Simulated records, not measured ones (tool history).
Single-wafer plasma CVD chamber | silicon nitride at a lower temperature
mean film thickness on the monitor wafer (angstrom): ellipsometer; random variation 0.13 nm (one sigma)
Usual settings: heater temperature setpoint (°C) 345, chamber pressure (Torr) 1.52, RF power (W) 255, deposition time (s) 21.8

run	hour	heater temperature setpoint (°C)	chamber pressure (Torr)	RF power (W)	deposition time (s)	wafers since the last listed run	hours since the last thermocouple change	hours since the last RF generator calibration	hours since the last manometer calibration	hours since the showerhead was replaced	hours since the gauge calibration	read-back reference wafer on the same gauge, thickness_nm	mean film thickness on the monitor wafer (angstrom)
1	0.0	341	1.52	235	21.8	0	1151.6	624.4	1780.5	3993.6	2388.0	21.384	207.13
2	69.4	341	1.52	235	21.8	1887	1221.0	693.8	1849.9	4063.0	2457.4	21.415	206.21
3	148.7	341	1.52	235	21.8	2156	1300.3	773.1	1929.2	4142.3	2536.7	21.423	206.53
4	223.2	345	1.52	255	21.8	2026	1374.8	847.6	2003.7	4216.8	2611.2	21.417	215.95
5	266.7	340	1.72	255	21.8	1182	1418.3	891.1	2047.2	4260.3	2654.7	21.408	228.71
6	338.7	341	1.52	235	21.8	1958	1490.3	963.1	2119.2	4332.3	2726.7	21.380	202.93
7	593.3	345	1.81	215	21.8	6923	1744.9	1217.7	2373.8	4586.9	2981.3	21.390	202.80
# hour 651.9: capacitance manometer re-zeroed and calibrated
8	698.3	332	1.73	300	21.8	2637	1849.9	1322.7	46.4	4691.9	3086.3	21.390	260.67
9	745.0	345	1.19	255	26.0	1270	1896.6	1369.4	93.1	4738.6	3133.0	21.385	225.24
10	815.0	345	1.70	270	19.0	1903	1966.6	1439.4	163.1	4808.6	3203.0	21.411	205.97
11	889.7	345	1.39	240	21.8	2031	2041.3	1514.1	237.8	4883.3	3277.7	21.391	197.63
12	933.9	345	1.52	255	21.8	1202	2085.5	1558.3	282.0	4927.5	3321.9	21.449	214.11
13	1030.5	345	1.52	255	21.8	2627	2182.1	1654.9	378.6	5024.1	3418.5	21.393	213.44
# hour 1100.7: thermocouple changed; heater temperature recalibrated
14	1124.0	339	1.52	255	21.8	2325	23.3	1748.4	472.1	5117.6	3512.0	21.431	215.16
# hour 1136.2: RF generator calibrated
15	1217.9	345	1.88	255	21.8	2336	117.2	81.7	566.0	5211.5	3605.9	21.362	247.66
# hour 1265.4: gauge calibrated
# hour 1305.7: showerhead replaced
16	1306.2	345	1.40	255	24.7	2183	205.5	170.0	654.3	0.5	40.8	21.392	246.27
17	1603.8	345	1.52	230	25.3	8093	503.1	467.6	951.9	298.1	338.4	21.397	240.53
18	1803.7	345	1.52	215	17.7	5436	703.0	667.5	1151.8	498.0	538.3	21.377	156.39
19	1870.9	338	1.15	255	17.6	1827	770.2	734.7	1219.0	565.2	605.5	21.390	150.61
20	1975.7	345	1.52	255	21.8	2850	875.0	839.5	1323.8	670.0	710.3	21.403	219.91
21	2113.7	345	1.52	215	17.7	3752	1013.0	977.5	1461.8	808.0	848.3	21.421	156.87
22	2156.5	345	1.52	290	21.8	1163	1055.8	1020.3	1504.6	850.8	891.1	21.365	237.22
23	2249.8	341	1.52	235	21.8	2537	1149.1	1113.6	1597.9	944.1	984.4	21.364	200.89

Forecast run 24:
24	2318.7	334	1.52	255	23.8	1873	1218.0	1182.5	1666.8	1013.0	1053.3	?	?

Run 24 gave read-back reference wafer on the same gauge, thickness_nm 21.396, mean film thickness on the monitor wafer (angstrom) 233.81.
Without the tool's hidden state the same run would have given mean film thickness on the monitor wafer (angstrom) 249.50.
